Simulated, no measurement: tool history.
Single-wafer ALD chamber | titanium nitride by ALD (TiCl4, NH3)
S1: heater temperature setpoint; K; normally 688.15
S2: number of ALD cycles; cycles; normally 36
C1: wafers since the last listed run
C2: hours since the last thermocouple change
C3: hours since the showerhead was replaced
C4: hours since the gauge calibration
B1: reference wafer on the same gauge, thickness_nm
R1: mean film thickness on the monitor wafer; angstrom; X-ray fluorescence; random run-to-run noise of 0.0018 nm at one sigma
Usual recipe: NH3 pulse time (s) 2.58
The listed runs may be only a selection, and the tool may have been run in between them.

run 1 hour=0.0 | S1=688.15 S2=40 NH3_pulse_time_(s)=2.58 | C1=0 C2=1173.0 C3=2228.4 C4=1196.0 | B1=0.704 | R1=8.14
run 2 hour=41.6 | S1=688.15 S2=40 NH3_pulse_time_(s)=2.58 | C1=177 C2=1214.6 C3=2270.0 C4=1237.6 | B1=0.704 | R1=8.13
run 3 hour=104.9 | S1=688.15 S2=40 NH3_pulse_time_(s)=2.58 | C1=269 C2=1277.9 C3=2333.3 C4=1300.9 | B1=0.704 | R1=8.18
run 4 hour=143.9 | S1=680.15 S2=36 NH3_pulse_time_(s)=2.58 | C1=165 C2=1316.9 C3=2372.3 C4=1339.9 | B1=0.704 | R1=7.27
run 5 hour=175.3 | S1=688.15 S2=36 NH3_pulse_time_(s)=2.58 | C1=133 C2=1348.3 C3=2403.7 C4=1371.3 | B1=0.704 | R1=7.32
run 6 hour=205.3 | S1=688.15 S2=36 NH3_pulse_time_(s)=2.58 | C1=127 C2=1378.3 C3=2433.7 C4=1401.3 | B1=0.704 | R1=7.31
run 7 hour=240.0 | S1=688.15 S2=36 NH3_pulse_time_(s)=2.58 | C1=147 C2=1413.0 C3=2468.4 C4=1436.0 | B1=0.704 | R1=7.28
run 8 hour=272.8 | S1=688.15 S2=32 NH3_pulse_time_(s)=2.58 | C1=139 C2=1445.8 C3=2501.2 C4=1468.8 | B1=0.704 | R1=6.49
run 9 hour=307.0 | S1=688.15 S2=36 NH3_pulse_time_(s)=3.12 | C1=145 C2=1480.0 C3=2535.4 C4=1503.0 | B1=0.704 | R1=7.33
run 10 hour=370.7 | S1=688.15 S2=36 NH3_pulse_time_(s)=3.12 | C1=271 C2=1543.7 C3=2599.1 C4=1566.7 | B1=0.704 | R1=7.36
run 11 hour=426.3 | S1=688.15 S2=36 NH3_pulse_time_(s)=2.58 | C1=236 C2=1599.3 C3=2654.7 C4=1622.3 | B1=0.704 | R1=7.32
run 12 hour=551.9 | S1=688.15 S2=36 NH3_pulse_time_(s)=2.58 | C1=534 C2=1724.9 C3=2780.3 C4=1747.9 | B1=0.704 | R1=7.33
run 13 hour=618.1 | S1=688.15 S2=36 NH3_pulse_time_(s)=2.58 | C1=281 C2=1791.1 C3=2846.5 C4=1814.1 | B1=0.704 | R1=7.29
run 14 hour=681.9 | S1=688.15 S2=36 NH3_pulse_time_(s)=2.58 | C1=271 C2=1854.9 C3=2910.3 C4=1877.9 | B1=0.704 | R1=7.33
run 15 hour=727.0 | S1=688.15 S2=36 NH3_pulse_time_(s)=2.58 | C1=191 C2=1900.0 C3=2955.4 C4=1923.0 | B1=0.704 | R1=7.28
run 16 hour=792.0 | S1=688.15 S2=36 NH3_pulse_time_(s)=2.58 | C1=276 C2=1965.0 C3=3020.4 C4=1988.0 | B1=0.704 | R1=7.31
run 17 hour=816.0 | S1=688.15 S2=36 NH3_pulse_time_(s)=2.58 | C1=102 C2=1989.0 C3=3044.4 C4=2012.0 | B1=0.704 | R1=7.32
run 18 hour=866.4 | S1=688.15 S2=36 NH3_pulse_time_(s)=2.58 | C1=214 C2=2039.4 C3=3094.8 C4=2062.4 | B1=0.704 | R1=7.30
run 19 hour=911.6 | S1=688.15 S2=36 NH3_pulse_time_(s)=2.58 | C1=192 C2=2084.6 C3=3140.0 C4=2107.6 | B1=0.704 | R1=7.29
run 20 hour=981.0 | S1=703.15 S2=38 NH3_pulse_time_(s)=3.04 | C1=295 C2=2154.0 C3=3209.4 C4=2177.0 | B1=0.704 | R1=7.76
run 21 hour=1015.1 | S1=677.15 S2=32 NH3_pulse_time_(s)=1.80 | C1=145 C2=2188.1 C3=3243.5 C4=2211.1 | B1=0.704 | R1=6.37
run 22 hour=1068.9 | S1=688.15 S2=31 NH3_pulse_time_(s)=2.12 | C1=228 C2=2241.9 C3=3297.3 C4=2264.9 | B1=0.704 | R1=6.26
run 23 hour=1136.9 | S1=688.15 S2=36 NH3_pulse_time_(s)=1.87 | C1=289 C2=2309.9 C3=3365.3 C4=2332.9 | B1=0.704 | R1=7.23
run 24 hour=1206.0 | S1=702.15 S2=33 NH3_pulse_time_(s)=3.52 | C1=294 C2=2379.0 C3=3434.4 C4=2402.0 | B1=0.704 | R1=6.77
run 25 hour=1254.7 | S1=688.15 S2=36 NH3_pulse_time_(s)=2.58 | C1=207 C2=2427.7 C3=3483.1 C4=2450.7 | B1=0.704 | R1=7.28
run 26 hour=1285.5 | S1=700.15 S2=36 NH3_pulse_time_(s)=2.58 | C1=131 C2=2458.5 C3=3513.9 C4=2481.5 | B1=0.703 | R1=7.31
-- hour=1302.6 showerhead replaced
-- hour=1323.2 gauge calibrated
run 27 hour=1352.1 | S1=680.15 S2=36 NH3_pulse_time_(s)=2.58 | C1=249 C2=2525.1 C3=49.5 C4=28.9 | B1=0.704 | R1=7.28
run 28 hour=1381.6 | S1=688.15 S2=36 NH3_pulse_time_(s)=2.58 | C1=125 C2=2554.6 C3=79.0 C4=58.4 | B1=0.704 | R1=7.34
run 29 hour=1436.6 | S1=698.15 S2=36 NH3_pulse_time_(s)=2.58 | C1=234 C2=2609.6 C3=134.0 C4=113.4 | B1=0.704 | R1=7.33
run 30 hour=1497.7 | S1=688.15 S2=36 NH3_pulse_time_(s)=3.60 | C1=260 C2=2670.7 C3=195.1 C4=174.5 | B1=0.704 | R1=7.37
run 31 hour=1525.8 | S1=703.15 S2=36 NH3_pulse_time_(s)=3.51 | C1=119 C2=2698.8 C3=223.2 C4=202.6 | B1=0.704 | R1=7.39
run 32 hour=1572.2 | S1=688.15 S2=36 NH3_pulse_time_(s)=2.58 | C1=197 C2=2745.2 C3=269.6 C4=249.0 | B1=0.704 | R1=7.30
-- hour=1592.3 thermocouple changed; heater temperature recalibrated
run 33 hour=1620.2 | S1=688.15 S2=36 NH3_pulse_time_(s)=3.08 | C1=170 C2=27.9 C3=317.6 C4=297.0 | B1=0.704 | R1=7.37
run 34 hour=1649.1 | S1=688.15 S2=36 NH3_pulse_time_(s)=2.58 | C1=122 C2=56.8 C3=346.5 C4=325.9 | B1=0.704 | R1=7.30
run 35 hour=1717.0 | S1=695.15 S2=43 NH3_pulse_time_(s)=3.17 | C1=288 C2=124.7 C3=414.4 C4=393.8 | B1=0.704 | R1=8.81
run 36 hour=1754.0 | S1=700.15 S2=36 NH3_pulse_time_(s)=3.25 | C1=157 C2=161.7 C3=451.4 C4=430.8 | B1=0.704 | R1=7.36
run 37 hour=1790.4 | S1=675.15 S2=43 NH3_pulse_time_(s)=3.13 | C1=154 C2=198.1 C3=487.8 C4=467.2 | B1=0.705 | R1=8.80
run 38 hour=1857.3 | S1=688.15 S2=36 NH3_pulse_time_(s)=2.58 | C1=284 C2=265.0 C3=554.7 C4=534.1 | B1=0.704 | R1=7.31
run 39 hour=1928.7 | S1=694.15 S2=31 NH3_pulse_time_(s)=1.77 | C1=303 C2=336.4 C3=626.1 C4=605.5 | B1=0.704 | R1=6.22
run 40 hour=1988.6 | S1=688.15 S2=36 NH3_pulse_time_(s)=2.58 | C1=254 C2=396.3 C3=686.0 C4=665.4 | B1=0.704 | R1=7.30
run 41 hour=2056.3 | S1=679.15 S2=42 NH3_pulse_time_(s)=2.10 | C1=288 C2=464.0 C3=753.7 C4=733.1 | B1=0.704 | R1=8.45

Across each entry between runs, compare the hidden state at the last listed run before it with the hidden state at the first listed run after it:
Runs 26 to 27: showerhead replaced (hour 1302.6); gauge calibrated (hour 1323.2)
  both runs share identical hidden conditions
Runs 32 to 33: thermocouple changed; heater temperature recalibrated (hour 1592.3)
  both runs share identical hidden conditions

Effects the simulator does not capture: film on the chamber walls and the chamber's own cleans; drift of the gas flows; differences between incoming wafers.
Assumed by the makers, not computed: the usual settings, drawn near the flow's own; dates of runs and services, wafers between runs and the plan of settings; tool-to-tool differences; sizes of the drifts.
